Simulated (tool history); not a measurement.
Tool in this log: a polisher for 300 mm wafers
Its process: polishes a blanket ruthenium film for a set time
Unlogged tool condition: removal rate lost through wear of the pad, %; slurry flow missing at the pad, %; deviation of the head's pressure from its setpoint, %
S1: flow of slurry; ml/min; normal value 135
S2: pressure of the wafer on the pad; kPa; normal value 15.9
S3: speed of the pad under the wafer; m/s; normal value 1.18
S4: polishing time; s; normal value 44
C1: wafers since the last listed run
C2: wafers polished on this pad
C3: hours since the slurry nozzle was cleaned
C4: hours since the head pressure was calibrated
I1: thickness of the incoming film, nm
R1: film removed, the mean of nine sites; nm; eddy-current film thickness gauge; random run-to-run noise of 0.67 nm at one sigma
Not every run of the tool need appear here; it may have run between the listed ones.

run   hour   S1    S2    S3  S4   C1    C2     C3     C4     I1    R1
  1      0  135  15.9  1.18  44    0   171  474.1  262.5    649  66.5
  2   17.5  135  15.9  1.18  44  323   495  491.6    280  632.4  66.7
  3   33.2  135  15.9  1.18  44  290   786  507.3  295.7  632.3  67.7
  4   46.2  135  13.8  1.18  44  240  1027  520.3  308.7  635.1  57.8
  5   57.3  135  13.8  1.18  44  205  1232  531.4  319.8  638.9  57.6
      69.6  -- worn pad replaced by a new one
  6   74.4  135  13.8  1.18  44  242    88  548.5  336.9    642  58.3
  7     87  135  15.9  1.18  44  233   321  561.1  349.5  650.6  67.6
  8  104.1  135  15.9  1.18  44  316   638  578.2  366.6  631.6  67.5
     113.2  -- slurry nozzle cleaned
  9  115.6  135  15.9  1.18  44  194   832    2.4  378.1  645.5  67.3
 10  122.1  135  15.9  1.18  44  120   953    8.9  384.6  644.2  66.3
     142.8  -- worn pad replaced by a new one
 11  160.6  135  15.9  1.42  44  638   329   47.4  423.1  634.4    74
 12  176.6  135  15.9  1.42  44  296   625   63.4  439.1  648.5  76.1
 13  185.8  135    11  1.18  44  170   795   72.6  448.3  642.5  46.9
 14  195.7  135  18.6  1.18  44  183   979   82.5  458.2  646.2  79.3
 15  206.7  135  13.8  1.18  53  203  1182   93.5  469.2    638  70.8
     218.2  -- worn pad replaced by a new one
 16  218.7  160  19.3  0.86  48  148     9  105.5  481.2  642.5  76.6
 17  221.2  110  15.9  0.98  44   46    56    108  483.7  639.2  57.7
     229.8  -- head pressure recalibrated
 18  230.3  135  15.9  0.86  44  131   187  117.1    0.5  636.9  56.2
 19  245.1  175  20.7  1.32  44  273   461  131.9   15.3    633  97.5
 20  258.4  115  12.4  1.18  44  246   707  145.2   28.6  635.5  49.3
 21  267.9  135  19.3  0.82  50  175   883  154.7   38.1  646.6  75.8
 22  278.7  135  15.9  1.18  44  199  1083  165.5   48.9  641.4  66.1
 23  294.6  135  15.9  0.84  56  294  1377  181.4   64.8  633.8    70
     303.1  -- worn pad replaced by a new one
 24  303.6  115  18.6  0.92  39   92     9  190.4   73.8    643  58.3
 25  318.7  135    11  1.18  44  279   288  205.5   88.9  639.8  45.6

How the hidden state differs across the entries between the runs, from the last listed run before each to the first after it:
Run 5 -> run 6: worn pad replaced by a new one (hour 69.6)
  the hidden state is the same at both runs
Run 8 -> run 9: slurry nozzle cleaned (hour 113.2)
  the hidden state is the same at both runs
Run 10 -> run 11: worn pad replaced by a new one (hour 142.8)
  the hidden state is the same at both runs
Run 15 -> run 16: worn pad replaced by a new one (hour 218.2)
  the hidden state is the same at both runs
Run 17 -> run 18: head pressure recalibrated (hour 229.8)
  the hidden state is the same at both runs
Run 23 -> run 24: worn pad replaced by a new one (hour 303.1)
  the hidden state is the same at both runs
